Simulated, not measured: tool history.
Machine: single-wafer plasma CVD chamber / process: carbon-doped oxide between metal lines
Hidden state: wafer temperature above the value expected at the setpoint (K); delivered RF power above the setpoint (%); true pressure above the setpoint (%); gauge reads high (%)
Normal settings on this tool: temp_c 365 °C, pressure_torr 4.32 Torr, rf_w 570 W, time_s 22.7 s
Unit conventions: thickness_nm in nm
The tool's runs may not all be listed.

run,hour,temp_c,pressure_torr,rf_w,time_s,wafers since the last listed run,hours since the last thermocouple change,hours since the last RF generator calibration,hours since the last manometer calibration,hours since the showerhead was replaced,hours since the gauge calibration,"read-back reference wafer on the same gauge, thickness_nm",thickness_nm
1,0.0,374,4.32,570,25.0,0,2141.6,32.0,892.4,7041.6,453.0,138.188,132.918
2,13.1,365,4.32,570,22.7,507,2154.7,45.1,905.5,7054.7,466.1,138.077,122.908
3,26.3,376,4.32,500,22.7,511,2167.9,58.3,918.7,7067.9,479.3,138.049,111.489
4,43.6,365,4.32,485,21.6,669,2185.2,75.6,936.0,7085.2,496.6,137.959,107.071
5,52.0,365,4.32,485,21.6,325,2193.6,84.0,944.4,7093.6,505.0,138.487,108.046
# hour 69.1: showerhead replaced, of another model than before
# hour 71.1: capacitance manometer re-zeroed and calibrated
6,71.6,374,3.52,570,18.7,374,2213.2,103.6,0.5,2.5,524.6,138.033,96.676
7,76.9,365,4.32,620,22.7,205,2218.5,108.9,5.8,7.8,529.9,137.784,129.307
# hour 87.7: gauge calibrated
8,94.3,357,4.04,570,22.7,673,2235.9,126.3,23.2,25.2,6.6,137.910,123.761
9,111.0,365,4.32,570,22.7,646,2252.6,143.0,39.9,41.9,23.3,137.775,122.616
10,118.7,353,4.77,505,25.4,298,2260.3,150.7,47.6,49.6,31.0,137.730,132.070
11,130.0,372,3.64,570,26.4,437,2271.6,162.0,58.9,60.9,42.3,137.662,136.862
12,139.9,352,4.62,570,22.7,383,2281.5,171.9,68.8,70.8,52.2,137.997,126.889
13,156.3,365,5.22,570,19.4,635,2297.9,188.3,85.2,87.2,68.6,137.963,105.953
14,163.3,365,4.32,570,22.7,271,2304.9,195.3,92.2,94.2,75.6,137.832,122.509
# hour 189.0: thermocouple changed; heater temperature recalibrated
15,204.5,353,4.32,570,22.7,1285,15.5,236.5,133.4,135.4,116.8,138.078,125.675
16,220.3,379,3.31,570,24.4,611,31.3,252.3,149.2,151.2,132.6,138.487,124.129
17,226.4,376,4.32,640,22.7,236,37.4,258.4,155.3,157.3,138.7,137.735,128.320
18,237.5,365,3.76,570,22.7,429,48.5,269.5,166.4,168.4,149.8,138.030,119.060
19,246.2,358,4.32,570,22.7,336,57.2,278.2,175.1,177.1,158.5,137.873,124.556
20,255.2,377,4.32,570,26.9,348,66.2,287.2,184.1,186.1,167.5,137.903,140.104
21,267.0,365,4.32,470,18.5,456,78.0,299.0,195.9,197.9,179.3,138.058,86.026
22,280.1,378,4.86,615,22.7,507,91.1,312.1,209.0,211.0,192.4,137.999,126.033
23,291.4,365,4.32,570,22.7,437,102.4,323.4,220.3,222.3,203.7,138.190,120.430
24,298.7,365,4.76,570,22.7,282,109.7,330.7,227.6,229.6,211.0,138.066,122.010
25,306.4,365,4.32,615,21.3,298,117.4,338.4,235.3,237.3,218.7,137.989,120.412
26,323.5,365,4.32,570,21.3,662,134.5,355.5,252.4,254.4,235.8,138.282,113.334
27,330.7,365,4.32,570,22.7,278,141.7,362.7,259.6,261.6,243.0,138.104,120.791
28,346.1,376,4.32,655,22.7,596,157.1,378.1,275.0,277.0,258.4,138.011,129.359

Each row is a separate what-if for the run after 28, all from the same tool condition, not one after another. Results?
A,346.5,373,4.32,570,22.7,15,157.5,378.5,275.4,277.4,258.8,?,?
B,346.5,376,5.17,570,18.5,15,157.5,378.5,275.4,277.4,258.8,?,?
C,346.5,365,4.32,660,22.7,15,157.5,378.5,275.4,277.4,258.8,?,?
D,346.5,354,4.76,570,22.7,15,157.5,378.5,275.4,277.4,258.8,?,?

run,"read-back reference wafer on the same gauge, thickness_nm",thickness_nm
A,137.844,118.433
B,137.844,98.254
C,137.844,133.340
D,137.844,126.405
With the hidden condition removed and each run's random variation left untouched, the same runs would have given:
run,thickness_nm
A,121.159
B,100.515
C,136.357
D,129.314
